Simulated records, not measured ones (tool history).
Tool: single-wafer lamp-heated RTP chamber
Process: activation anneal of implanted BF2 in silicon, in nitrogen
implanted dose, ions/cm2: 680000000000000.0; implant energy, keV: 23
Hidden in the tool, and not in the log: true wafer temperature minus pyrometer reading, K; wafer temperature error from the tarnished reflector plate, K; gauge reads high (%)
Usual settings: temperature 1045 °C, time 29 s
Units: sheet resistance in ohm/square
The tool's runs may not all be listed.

run	hour	temperature	time	wafers since the last listed run	wafers since the last pyrometer calibration	wafers since the reflector plate was cleaned	hours since the gauge calibration	read-back reference wafer on the same gauge, sheet resistance	sheet resistance
1	0.0	1066	18	0	3026	2206	111.8	255.11	212.59
2	31.4	1045	29	482	3508	2688	143.2	255.21	214.49
3	44.6	1045	29	202	3710	2891	156.4	254.97	215.11
4	59.5	1045	19	228	3939	3120	171.3	254.85	218.55
# hour 89.8: pyrometer window cleaned and pyrometer calibrated
5	111.5	1045	29	675	332	3795	223.3	254.62	217.04
6	140.8	1045	29	449	782	4245	252.6	254.86	215.81
7	154.9	1045	29	216	998	4462	266.7	254.76	217.36
8	189.9	1045	29	537	1536	4999	301.7	254.97	216.44
9	198.7	1045	29	135	1671	5134	310.5	255.14	215.31
10	238.2	1045	29	606	2277	5740	350.0	255.06	214.92
11	248.2	1045	29	153	2431	5894	360.0	254.69	216.20
12	264.7	1045	29	253	2684	6147	376.5	255.21	217.44
13	278.6	1045	29	213	2897	6361	390.4	254.83	215.68
14	289.9	1045	29	173	3071	6534	401.7	254.91	215.51
15	299.2	1045	29	142	3214	6677	411.0	254.97	215.71
16	313.1	1067	16	213	3427	6890	424.9	254.66	214.07
17	325.2	1023	29	185	3613	7076	437.0	255.08	223.07
18	335.2	1023	29	153	3766	7230	447.0	254.72	223.59
19	342.0	1045	29	104	3871	7334	453.8	255.04	215.47
20	358.8	1045	34	257	4129	7592	470.6	255.15	212.93
21	368.6	1045	29	150	4279	7742	480.4	254.77	213.84
22	378.6	1045	29	153	4433	7896	490.4	255.44	216.05
23	391.8	1035	34	202	4635	8099	503.6	255.14	215.85
24	401.6	1021	29	150	4786	8249	513.4	255.02	221.79
25	411.4	1035	34	150	4936	8399	523.2	254.94	213.54
26	417.4	1045	29	92	5028	8492	529.2	255.04	212.55
# hour 428.3: gauge calibrated
27	429.6	1045	13	187	5216	8679	1.3	255.04	221.22
28	441.2	1072	46	178	5394	8857	12.9	254.81	202.73
# hour 465.9: pyrometer window cleaned and pyrometer calibrated
# hour 470.9: reflector plate cleaned
29	471.4	1045	29	264	8	8	43.1	254.78	215.59
30	479.1	1064	18	118	126	126	50.8	255.18	216.30
31	492.6	1021	46	207	333	333	64.3	254.79	220.92
32	503.2	1045	17	162	496	496	74.9	254.92	222.55
33	520.0	1057	29	257	754	754	91.7	254.72	213.08
34	531.0	1072	40	168	923	923	102.7	254.69	205.57
35	548.9	1017	16	274	1198	1198	120.6	254.70	238.12
36	564.1	1065	29	233	1431	1431	135.8	255.48	211.16
37	578.0	1045	39	213	1644	1644	149.7	255.21	212.23
38	591.6	1020	20	208	1853	1853	163.3	254.80	232.07

How the hidden state differs across the entries between the runs, from the last listed run before each to the first after it:
Between runs 4 and 5: pyrometer window cleaned and pyrometer calibrated (hour 89.8)
  true wafer temperature minus pyrometer reading, K: 9.4 -> 0.529
  measured less the result without the state, sheet resistance: -3.41 -> -0.18 ohm/square
Between runs 26 and 27: gauge calibrated (hour 428.3)
  true wafer temperature minus pyrometer reading, K: 12.3 -> 13.2
  measured less the result without the state, sheet resistance: -3.93 -> -5.05 ohm/square
Between runs 28 and 29: pyrometer window cleaned and pyrometer calibrated (hour 465.9); reflector plate cleaned (hour 470.9)
  true wafer temperature minus pyrometer reading, K: 14.1 -> 0.389
  measured less the result without the state, sheet resistance: -2.76 -> -0.13 ohm/square
